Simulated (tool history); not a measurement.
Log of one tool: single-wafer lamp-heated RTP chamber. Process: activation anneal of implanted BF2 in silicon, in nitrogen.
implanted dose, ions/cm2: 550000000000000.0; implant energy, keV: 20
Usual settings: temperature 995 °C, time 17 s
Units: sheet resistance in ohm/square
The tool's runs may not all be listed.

| run | day | temperature | time | wafers since the last listed run | wafers since the last pyrometer calibration | wafers since the reflector plate was cleaned | hours since the gauge calibration | read-back reference wafer on the same gauge, sheet resistance | sheet resistance |
|---|---|---|---|---|---|---|---|---|---|
| 1 | 0 | 995 | 17 | 0 | 578 | 2651 | 246.2 | 269.07 | 264.51 |
| 2 | 2.221 | 995 | 23 | 614 | 1192 | 3265 | 299.5 | 269.02 | 259.14 |
| 3 | 6.008 | 995 | 17 | 1047 | 2240 | 4313 | 390.4 | 268.99 | 262.52 |
| 4 | 10.179 | 995 | 17 | 1153 | 3394 | 5467 | 490.5 | 269.06 | 259.77 |
| 5 | 12.979 | 995 | 17 | 774 | 4168 | 6241 | 557.7 | 269 | 258.42 |
|  | 14.383 | pyrometer window cleaned and pyrometer calibrated |
| 6 | 15.112 | 995 | 13 | 497 | 202 | 6739 | 608.9 | 269.1 | 265.53 |
|  | 16.362 | reflector plate cleaned |
| 7 | 17.375 | 995 | 17 | 533 | 735 | 279 | 663.2 | 269 | 266.95 |
| 8 | 19.254 | 995 | 17 | 519 | 1255 | 799 | 708.3 | 269 | 265.75 |
| 9 | 22.133 | 995 | 17 | 796 | 2052 | 1595 | 777.4 | 269.01 | 263.84 |
| 10 | 23.708 | 995 | 27 | 435 | 2487 | 2031 | 815.2 | 268.89 | 256.63 |
| 11 | 26.3 | 969 | 25 | 716 | 3204 | 2748 | 877.4 | 269.05 | 275.56 |
| 12 | 28.508 | 995 | 17 | 610 | 3815 | 3359 | 930.4 | 269.03 | 259.66 |
|  | 30.358 | pyrometer window cleaned and pyrometer calibrated |
| 13 | 32.162 | 995 | 17 | 918 | 499 | 4278 | 1018.1 | 269 | 263.44 |
|  | 32.208 | gauge calibrated |
| 14 | 37.75 | 979 | 21 | 1545 | 2045 | 5823 | 133 | 269.01 | 271.39 |
| 15 | 41.35 | 1006 | 27 | 995 | 3041 | 6819 | 219.4 | 269.14 | 249.52 |
| 16 | 43.046 | 986 | 22 | 469 | 3510 | 7288 | 260.1 | 269.11 | 261.54 |
| 17 | 45.454 | 986 | 24 | 666 | 4176 | 7954 | 317.9 | 268.98 | 258.11 |
|  | 45.812 | reflector plate cleaned |
|  | 46.379 | pyrometer window cleaned and pyrometer calibrated |
| 18 | 49.188 | 970 | 13 | 848 | 776 | 841 | 407.5 | 269.01 | 295.7 |
| 19 | 52.133 | 995 | 17 | 814 | 1591 | 1656 | 478.2 | 268.88 | 264.4 |

Forecast each of these 4 alternatives for the next run:
| A | 52.15 | 1019 | 17 | 4 | 1596 | 1661 | 478.6 | ? | ? |
| B | 52.15 | 1009 | 17 | 4 | 1596 | 1661 | 478.6 | ? | ? |
| C | 52.15 | 967 | 17 | 4 | 1596 | 1661 | 478.6 | ? | ? |
| D | 52.15 | 995 | 7 | 4 | 1596 | 1661 | 478.6 | ? | ? |

| run | read-back reference wafer on the same gauge, sheet resistance | sheet resistance |
|---|---|---|
| A | 269.02 | 252.12 |
| B | 269.02 | 256.91 |
| C | 269.02 | 292.19 |
| D | 269.02 | 276.34 |
Without the tool's hidden state the same runs would have given:
| run | sheet resistance |
|---|---|
| A | 255.17 |
| B | 260.18 |
| C | 301.55 |
| D | 281.62 |
